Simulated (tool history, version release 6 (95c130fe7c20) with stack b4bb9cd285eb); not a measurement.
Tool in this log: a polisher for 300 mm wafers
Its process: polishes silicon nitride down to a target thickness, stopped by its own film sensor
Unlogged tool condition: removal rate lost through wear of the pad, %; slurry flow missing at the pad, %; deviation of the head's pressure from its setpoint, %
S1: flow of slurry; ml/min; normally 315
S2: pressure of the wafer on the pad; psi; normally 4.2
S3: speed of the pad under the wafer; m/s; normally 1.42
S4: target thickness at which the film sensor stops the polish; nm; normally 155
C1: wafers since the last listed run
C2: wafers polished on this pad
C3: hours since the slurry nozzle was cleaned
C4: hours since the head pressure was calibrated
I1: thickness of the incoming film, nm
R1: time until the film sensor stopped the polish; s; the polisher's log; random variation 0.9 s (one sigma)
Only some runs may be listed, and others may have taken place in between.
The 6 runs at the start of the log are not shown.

| run | hour | S1 | S2 | S3 | S4 | C1 | C2 | C3 | C4 | I1 | R1 |
|---|---|---|---|---|---|---|---|---|---|---|---|
| 7 | 93.2 | 315 | 4.2 | 1.42 | 155 | 177 | 573 | 238.3 | 714.6 | 396.8 | 95.2 |
| 8 | 106.6 | 315 | 4.2 | 1.42 | 155 | 155 | 729 | 251.7 | 728.0 | 393.8 | 95.4 |
| 9 | 119.0 | 315 | 4.2 | 1.42 | 155 | 143 | 873 | 264.1 | 740.4 | 399.7 | 98.3 |
| 10 | 126.7 | 315 | 4.2 | 1.42 | 155 | 89 | 962 | 271.8 | 748.1 | 403.0 | 100.5 |
| 11 | 143.1 | 315 | 4.2 | 1.42 | 155 | 190 | 1152 | 288.2 | 764.5 | 396.9 | 95.2 |
|  | 151.4 | worn pad replaced by a new one |
| 12 | 151.9 | 315 | 4.2 | 1.42 | 155 | 55 | 5 | 297.0 | 773.3 | 398.6 | 97.9 |
| 13 | 166.8 | 260 | 4.2 | 1.42 | 90 | 173 | 178 | 311.9 | 788.2 | 407.2 | 132.6 |
| 14 | 182.3 | 315 | 4.7 | 1.42 | 155 | 179 | 358 | 327.4 | 803.7 | 402.6 | 90.3 |
| 15 | 195.9 | 315 | 4.7 | 1.42 | 155 | 157 | 516 | 341.0 | 817.3 | 406.3 | 92.1 |
| 16 | 208.9 | 315 | 4.7 | 1.42 | 155 | 150 | 667 | 354.0 | 830.3 | 397.5 | 89.3 |
| 17 | 225.1 | 355 | 3.8 | 1.80 | 233 | 188 | 855 | 370.2 | 846.5 | 397.1 | 60.5 |

Estimate the outcome of run 18 from the log above:
| 18 | 241.8 | 315 | 5.0 | 1.42 | 235 | 193 | 1049 | 386.9 | 863.2 | 395.8 | ? |

R1: 56.1 s
With the hidden condition absent and the run-to-run variation left alone, this run would have shown R1 53.0 s.

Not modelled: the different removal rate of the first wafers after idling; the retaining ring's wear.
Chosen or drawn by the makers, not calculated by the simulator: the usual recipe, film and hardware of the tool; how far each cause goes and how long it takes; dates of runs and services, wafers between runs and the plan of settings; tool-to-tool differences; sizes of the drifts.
